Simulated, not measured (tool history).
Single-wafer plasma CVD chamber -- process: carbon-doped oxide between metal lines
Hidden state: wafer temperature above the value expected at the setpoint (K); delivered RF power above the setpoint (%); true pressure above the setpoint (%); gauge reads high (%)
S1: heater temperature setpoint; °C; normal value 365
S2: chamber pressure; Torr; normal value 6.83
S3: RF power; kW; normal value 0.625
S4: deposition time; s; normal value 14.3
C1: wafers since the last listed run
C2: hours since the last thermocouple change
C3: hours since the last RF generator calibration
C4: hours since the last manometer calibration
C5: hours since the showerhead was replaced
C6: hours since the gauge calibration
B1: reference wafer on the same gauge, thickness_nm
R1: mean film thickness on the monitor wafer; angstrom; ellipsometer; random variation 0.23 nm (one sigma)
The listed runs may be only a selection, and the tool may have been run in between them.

| run | hour | S1 | S2 | S3 | S4 | C1 | C2 | C3 | C4 | C5 | C6 | B1 | R1 |
|---|---|---|---|---|---|---|---|---|---|---|---|---|---|
| 1 | 0 | 365 | 6.83 | 0.625 | 14.3 | 0 | 563.9 | 2218.1 | 1448.2 | 1949.4 | 24 | 91.257 | 756.51 |
| 2 | 44.6 | 365 | 6.83 | 0.625 | 14.3 | 1299 | 608.5 | 2262.7 | 1492.8 | 1994 | 68.6 | 91.321 | 748.77 |
| 3 | 94.1 | 365 | 6.83 | 0.625 | 14.3 | 1442 | 658 | 2312.2 | 1542.3 | 2043.5 | 118.1 | 91.266 | 757.18 |
| 4 | 160.5 | 365 | 6.83 | 0.625 | 14.3 | 1934 | 724.4 | 2378.6 | 1608.7 | 2109.9 | 184.5 | 91.348 | 751.28 |
| 5 | 213.9 | 365 | 6.83 | 0.625 | 14.3 | 1555 | 777.8 | 2432 | 1662.1 | 2163.3 | 237.9 | 91.232 | 749.89 |
| 6 | 239.7 | 365 | 6.83 | 0.625 | 14.3 | 751 | 803.6 | 2457.8 | 1687.9 | 2189.1 | 263.7 | 91.156 | 751.08 |
| 7 | 266.2 | 358 | 6.83 | 0.705 | 14.3 | 772 | 830.1 | 2484.3 | 1714.4 | 2215.6 | 290.2 | 91.266 | 831.9 |
| 8 | 291.5 | 365 | 8.09 | 0.71 | 14.3 | 737 | 855.4 | 2509.6 | 1739.7 | 2240.9 | 315.5 | 91.293 | 828.23 |
| 9 | 324.7 | 365 | 6.83 | 0.625 | 14.3 | 967 | 888.6 | 2542.8 | 1772.9 | 2274.1 | 348.7 | 91.23 | 745.48 |
|  | 373.1 | showerhead replaced, of another model than before |
|  | 391.2 | gauge calibrated |
|  | 401.9 | RF generator calibrated |
|  | 408.3 | thermocouple changed; heater temperature recalibrated |
| 10 | 408.8 | 365 | 6.83 | 0.625 | 14.3 | 1796 | 0.5 | 6.9 | 1857 | 35.7 | 17.6 | 91.386 | 798.41 |
|  | 426.4 | capacitance manometer re-zeroed and calibrated |
| 11 | 461.2 | 365 | 5.66 | 0.51 | 14.3 | 1293 | 52.9 | 59.3 | 34.8 | 88.1 | 70 | 91.202 | 716.58 |
| 12 | 492.7 | 365 | 6.39 | 0.625 | 15.9 | 917 | 84.4 | 90.8 | 66.3 | 119.6 | 101.5 | 91.309 | 876.9 |
| 13 | 533.2 | 371 | 7.84 | 0.7 | 16.2 | 1180 | 124.9 | 131.3 | 106.8 | 160.1 | 142 | 91.309 | 939.79 |
| 14 | 567.6 | 378 | 5.98 | 0.625 | 14.3 | 1002 | 159.3 | 165.7 | 141.2 | 194.5 | 176.4 | 91.219 | 755.73 |

What the log doesn't show, run by run:
wafer temperature above the value expected at the setpoint (K): 0 across all the runs
true pressure above the setpoint (%): 0 across all the runs
gauge reads high (%): 0 across all the runs
H1: delivered RF power above the setpoint (%)
| run | H1 |
|---|---|
| 1 | -7.81 |
| 2 | -7.96 |
| 3 | -8.12 |
| 4 | -8.34 |
| 5 | -8.52 |
| 6 | -8.61 |
| 7 | -8.7 |
| 8 | -8.78 |
| 9 | -8.9 |
| 10 | -1.2 |
| 11 | -1.37 |
| 12 | -1.48 |
| 13 | -1.62 |
| 14 | -1.73 |

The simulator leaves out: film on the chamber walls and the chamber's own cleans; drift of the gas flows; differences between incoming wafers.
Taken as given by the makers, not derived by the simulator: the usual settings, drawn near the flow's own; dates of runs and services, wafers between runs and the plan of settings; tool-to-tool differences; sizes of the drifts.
